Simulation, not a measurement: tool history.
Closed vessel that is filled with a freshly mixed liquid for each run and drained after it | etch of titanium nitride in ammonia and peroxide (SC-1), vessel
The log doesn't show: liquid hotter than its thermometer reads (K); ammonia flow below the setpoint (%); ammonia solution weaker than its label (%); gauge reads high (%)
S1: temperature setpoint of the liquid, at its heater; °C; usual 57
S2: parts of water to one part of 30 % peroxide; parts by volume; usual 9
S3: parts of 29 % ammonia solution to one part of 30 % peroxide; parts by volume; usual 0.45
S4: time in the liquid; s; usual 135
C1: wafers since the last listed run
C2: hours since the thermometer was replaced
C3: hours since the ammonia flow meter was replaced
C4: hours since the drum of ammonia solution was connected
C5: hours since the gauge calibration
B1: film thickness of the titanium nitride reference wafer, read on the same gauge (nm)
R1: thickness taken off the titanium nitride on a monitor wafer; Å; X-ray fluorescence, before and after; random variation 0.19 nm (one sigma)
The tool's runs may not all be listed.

run,hour,S1,S2,S3,S4,C1,C2,C3,C4,C5,B1,R1
1,0,57,9,0.45,135,0,433.2,586.6,100.2,11.6,110.01,219.6
# hour 26.5: ammonia flow meter replaced
2,48.2,57,9,0.45,135,5526,481.4,21.7,148.4,59.8,109.99,220
3,112.3,57,9,0.45,135,7505,545.5,85.8,212.5,123.9,110.01,216.6
4,163.1,57,9,0.45,135,5947,596.3,136.6,263.3,174.7,109.99,222.5
5,220,57,9,0.45,135,6662,653.2,193.5,320.2,231.6,110,223.2
# hour 331.6: thermometer replaced
6,386.5,57,9,0.55,90,19377,54.9,360,486.7,398.1,109.99,151
7,425.3,57,9,0.45,135,4542,93.7,398.8,525.5,436.9,109.99,223.3
8,470.4,57,9,0.45,135,5280,138.8,443.9,570.6,482,109.97,220.2
9,500.7,57,9,0.3,190,3547,169.1,474.2,600.9,512.3,109.99,290
10,546.4,57,8,0.45,100,5350,214.8,519.9,646.6,558,110.01,173.6
11,577.5,57,9,0.45,135,3641,245.9,551,677.7,589.1,110.01,219
12,608.3,57,9,0.6,135,3606,276.7,581.8,708.5,619.9,110.02,234.9
# hour 628.8: ammonia flow meter replaced
13,634.5,57,9,0.5,135,2950,302.9,5.7,734.7,646.1,109.99,228.4
14,681,48.5,9,0.45,190,5444,349.4,52.2,781.2,692.6,110,172.6
15,744.9,57,9,0.45,135,7481,413.3,116.1,845.1,756.5,109.99,224.5
16,775.7,57,7.5,0.45,100,3606,444.1,146.9,875.9,787.3,110,180.8
17,846.8,57,9,0.45,135,8324,515.2,218,947,858.4,110,226.1
18,883,57,9,0.6,55,4238,551.4,254.2,983.2,894.6,110,94.5
19,907.7,57,9,0.45,135,2891,576.1,278.9,1007.9,919.3,109.99,222.5
# hour 915.2: new drum of ammonia solution connected
20,958.5,57,9,0.45,160,5830,626.9,329.7,43.3,970.1,110,262.6
21,1021.1,57,9,0.45,135,7329,689.5,392.3,105.9,1032.7,110,225
22,1047.5,57,9,0.55,180,3091,715.9,418.7,132.3,1059.1,109.99,302.4
# hour 1049.9: thermometer replaced
# hour 1097.7: gauge calibrated
23,1115,57,8,0.4,215,7786,65.1,486.2,199.8,17.3,110.01,372.7
24,1172.6,65.5,9,0.45,135,6744,122.7,543.8,257.4,74.9,109.98,383.6
25,1197.8,57,9,0.45,135,2950,147.9,569,282.6,100.1,109.97,223.5
26,1228.2,57,9,0.45,135,3559,178.3,599.4,313,130.5,110.03,222.1
# hour 1241.9: ammonia flow meter replaced
27,1295.4,54,7,0.25,70,7750,245.5,53.5,380.2,197.7,110.01,95.2
28,1365.5,57,5.5,0.5,135,8207,315.6,123.6,450.3,267.8,109.99,284.6

Forecast each of these 3 alternatives for the next run:
A,1366.2,57,8,0.45,135,81,316.3,124.3,451,268.5,?,?
B,1366.2,63,7,0.55,135,81,316.3,124.3,451,268.5,?,?
C,1366.2,57,10.5,0.55,135,81,316.3,124.3,451,268.5,?,?

run,B1,R1
A,110,232.3
B,110,380.6
C,110,209
Without the tool's hidden state the same runs would have given:
run,R1
A,232.3
B,380.6
C,209

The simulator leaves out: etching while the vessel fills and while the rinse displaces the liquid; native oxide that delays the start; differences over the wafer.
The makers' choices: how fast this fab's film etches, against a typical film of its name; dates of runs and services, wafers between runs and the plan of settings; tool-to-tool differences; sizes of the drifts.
